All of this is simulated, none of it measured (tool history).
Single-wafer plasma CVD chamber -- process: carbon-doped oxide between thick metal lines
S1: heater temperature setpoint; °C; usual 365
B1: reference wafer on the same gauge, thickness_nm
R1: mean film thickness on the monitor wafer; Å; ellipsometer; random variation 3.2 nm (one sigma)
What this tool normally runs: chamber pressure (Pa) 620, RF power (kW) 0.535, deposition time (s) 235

{"run": 1, "hour": 0.0, "S1": 365, "chamber pressure (Pa)": 620, "RF power (kW)": 0.535, "deposition time (s)": 235, "B1": 1211.351, "R1": 10883.07}
{"run": 2, "hour": 75.1, "S1": 365, "chamber pressure (Pa)": 620, "RF power (kW)": 0.535, "deposition time (s)": 235, "B1": 1210.265, "R1": 10786.9}
{"run": 3, "hour": 131.2, "S1": 350, "chamber pressure (Pa)": 557, "RF power (kW)": 0.535, "deposition time (s)": 266, "B1": 1210.269, "R1": 12395.55}
{"run": 4, "hour": 202.1, "S1": 373, "chamber pressure (Pa)": 620, "RF power (kW)": 0.535, "deposition time (s)": 235, "B1": 1209.266, "R1": 10721.65}
{"run": 5, "hour": 271.6, "S1": 365, "chamber pressure (Pa)": 620, "RF power (kW)": 0.535, "deposition time (s)": 219, "B1": 1210.291, "R1": 10169.49}
{"run": 6, "hour": 369.2, "S1": 365, "chamber pressure (Pa)": 620, "RF power (kW)": 0.535, "deposition time (s)": 235, "B1": 1208.776, "R1": 10781.94}
{"run": 7, "hour": 424.4, "S1": 365, "chamber pressure (Pa)": 577, "RF power (kW)": 0.47, "deposition time (s)": 235, "B1": 1210.262, "R1": 9536.38}
{"hour": 464.1, "done": "capacitance manometer re-zeroed and calibrated"}
{"run": 8, "hour": 471.5, "S1": 374, "chamber pressure (Pa)": 717, "RF power (kW)": 0.505, "deposition time (s)": 235, "B1": 1210.233, "R1": 10435.38}
{"hour": 533.8, "done": "thermocouple changed; heater temperature recalibrated"}
{"run": 9, "hour": 558.0, "S1": 379, "chamber pressure (Pa)": 724, "RF power (kW)": 0.47, "deposition time (s)": 271, "B1": 1208.845, "R1": 11173.8}
{"hour": 621.5, "done": "showerhead replaced"}
{"hour": 675.7, "done": "RF generator calibrated"}
{"run": 10, "hour": 738.6, "S1": 357, "chamber pressure (Pa)": 696, "RF power (kW)": 0.535, "deposition time (s)": 198, "B1": 1210.884, "R1": 9465.26}
{"hour": 747.7, "done": "gauge calibrated"}
{"run": 11, "hour": 792.3, "S1": 365, "chamber pressure (Pa)": 620, "RF power (kW)": 0.535, "deposition time (s)": 235, "B1": 1209.008, "R1": 10888.39}
{"run": 12, "hour": 879.0, "S1": 365, "chamber pressure (Pa)": 559, "RF power (kW)": 0.535, "deposition time (s)": 235, "B1": 1209.405, "R1": 10567.07}
{"run": 13, "hour": 922.7, "S1": 361, "chamber pressure (Pa)": 760, "RF power (kW)": 0.505, "deposition time (s)": 235, "B1": 1210.468, "R1": 10792.55}
{"run": 14, "hour": 986.5, "S1": 372, "chamber pressure (Pa)": 620, "RF power (kW)": 0.635, "deposition time (s)": 263, "B1": 1210.518, "R1": 13741.06}
{"run": 15, "hour": 1030.9, "S1": 365, "chamber pressure (Pa)": 620, "RF power (kW)": 0.535, "deposition time (s)": 235, "B1": 1211.561, "R1": 10837.43}
{"run": 16, "hour": 1068.1, "S1": 374, "chamber pressure (Pa)": 620, "RF power (kW)": 0.575, "deposition time (s)": 210, "B1": 1209.603, "R1": 10097.06}
{"run": 17, "hour": 1114.0, "S1": 365, "chamber pressure (Pa)": 749, "RF power (kW)": 0.585, "deposition time (s)": 260, "B1": 1210.888, "R1": 13408.53}
{"run": 18, "hour": 1217.7, "S1": 365, "chamber pressure (Pa)": 620, "RF power (kW)": 0.59, "deposition time (s)": 213, "B1": 1210.163, "R1": 10668.21}
{"run": 19, "hour": 1324.3, "S1": 365, "chamber pressure (Pa)": 620, "RF power (kW)": 0.535, "deposition time (s)": 249, "B1": 1210.404, "R1": 11480.54}
{"run": 20, "hour": 1372.0, "S1": 365, "chamber pressure (Pa)": 469, "RF power (kW)": 0.535, "deposition time (s)": 235, "B1": 1209.367, "R1": 10259.5}
{"run": 21, "hour": 1448.7, "S1": 365, "chamber pressure (Pa)": 620, "RF power (kW)": 0.535, "deposition time (s)": 235, "B1": 1210.937, "R1": 10856.32}
{"hour": 1536.5, "done": "capacitance manometer re-zeroed and calibrated"}
{"run": 22, "hour": 1539.1, "S1": 365, "chamber pressure (Pa)": 620, "RF power (kW)": 0.5, "deposition time (s)": 235, "B1": 1209.674, "R1": 10246.3}
{"run": 23, "hour": 1575.2, "S1": 365, "chamber pressure (Pa)": 620, "RF power (kW)": 0.535, "deposition time (s)": 278, "B1": 1210.215, "R1": 12777.36}
{"run": 24, "hour": 1640.0, "S1": 372, "chamber pressure (Pa)": 664, "RF power (kW)": 0.535, "deposition time (s)": 269, "B1": 1209.826, "R1": 12452.79}
{"run": 25, "hour": 1693.2, "S1": 365, "chamber pressure (Pa)": 520, "RF power (kW)": 0.62, "deposition time (s)": 267, "B1": 1210.263, "R1": 13311.37}
{"hour": 1760.7, "done": "RF generator calibrated"}
{"run": 26, "hour": 1784.1, "S1": 373, "chamber pressure (Pa)": 748, "RF power (kW)": 0.57, "deposition time (s)": 196, "B1": 1210.251, "R1": 9750.22}
{"run": 27, "hour": 1850.9, "S1": 365, "chamber pressure (Pa)": 620, "RF power (kW)": 0.535, "deposition time (s)": 235, "B1": 1210.785, "R1": 10853.47}

5 options for the next run, each taken on its own from the tool as it stands now. Forecast them:
{"run": "A", "hour": 1851.4, "S1": 365, "chamber pressure (Pa)": 620, "RF power (kW)": 0.535, "deposition time (s)": 235, "B1": "?", "R1": "?"}
{"run": "B", "hour": 1851.4, "S1": 361, "chamber pressure (Pa)": 620, "RF power (kW)": 0.535, "deposition time (s)": 235, "B1": "?", "R1": "?"}
{"run": "C", "hour": 1851.4, "S1": 365, "chamber pressure (Pa)": 748, "RF power (kW)": 0.535, "deposition time (s)": 235, "B1": "?", "R1": "?"}
{"run": "D", "hour": 1851.4, "S1": 373, "chamber pressure (Pa)": 485, "RF power (kW)": 0.435, "deposition time (s)": 200, "B1": "?", "R1": "?"}
{"run": "E", "hour": 1851.4, "S1": 365, "chamber pressure (Pa)": 688, "RF power (kW)": 0.47, "deposition time (s)": 235, "B1": "?", "R1": "?"}

run=A B1=1209.134 R1=10811.7
run=B B1=1209.134 R1=10896.3
run=C B1=1209.134 R1=11211.81
run=D B1=1209.134 R1=7082.84
run=E B1=1209.134 R1=9861.43
Had the tool no hidden state, the same runs would have come out as:
run=A R1=10811.7
run=B R1=10896.3
run=C R1=11211.81
run=D R1=7082.84
run=E R1=9861.43
